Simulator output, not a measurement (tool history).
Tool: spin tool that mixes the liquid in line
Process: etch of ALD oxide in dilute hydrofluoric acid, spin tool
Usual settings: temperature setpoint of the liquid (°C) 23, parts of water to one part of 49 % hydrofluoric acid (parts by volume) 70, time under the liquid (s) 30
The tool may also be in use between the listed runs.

run   hour  temperature setpoint of the liquid (°C)  parts of water to one part of 49 % hydrofluoric acid (parts by volume)  time under the liquid (s)  read-back film thickness of the ALD oxide reference wafer, read on the same gauge (nm)  thickness taken off the ALD oxide on a monitor wafer (Å)
  1      0                                       23                                                                      70                         20                                                                                 129.997                                                      37.4
  2   11.9                                       23                                                                      70                         20                                                                                 130.017                                                     37.76
  3   29.2                                       23                                                                      70                         30                                                                                  129.99                                                     56.49
  4   42.9                                       23                                                                      70                         30                                                                                 130.016                                                     56.74
  5   57.8                                       23                                                                      70                         30                                                                                 130.003                                                     57.07
  6     72                                       23                                                                      70                         30                                                                                     130                                                     57.27
  7   79.9                                       23                                                                      70                         30                                                                                     130                                                     57.42
  8   87.1                                       23                                                                      70                         30                                                                                  130.02                                                     53.31
  9  105.1                                       18                                                                      70                         15                                                                                 130.005                                                      19.7
 10  120.3                                     27.5                                                                      70                         40                                                                                 129.999                                                      77.9
 11  128.6                                       23                                                                      70                         30                                                                                 129.999                                                     48.45
 12  145.9                                       26                                                                      50                         15                                                                                 129.994                                                     39.43
 13  161.2                                       23                                                                      90                         30                                                                                 130.013                                                     36.98
 14  173.7                                       18                                                                      70                         15                                                                                  129.99                                                     19.94
 15  185.9                                     25.5                                                                      70                         50                                                                                     130                                                      91.4
 16  203.1                                       23                                                                      85                         50                                                                                 130.011                                                      66.4

Taken out of this log: 3 entries between the listed runs. Where each belongs, and how the hidden state differs across it:
Between runs 7 and 8: gauge calibrated (hour 82.7); hydrofluoric acid flow meter replaced (hour 84.9)
  liquid hotter than its thermometer reads (K): 2.44 -> 2.46; hydrofluoric acid flow above the setpoint (%): 7.67 -> 0.0816
  measured less the result without the state, thickness taken off the ALD oxide on a monitor wafer (Å): +9.42 -> +5.1
Between runs 8 and 9: thermometer replaced (hour 97.3)
  liquid hotter than its thermometer reads (K): 2.46 -> 0.114; hydrofluoric acid flow above the setpoint (%): 0.0816 -> 0.313
  measured less the result without the state, thickness taken off the ALD oxide on a monitor wafer (Å): +5.1 -> +0.16
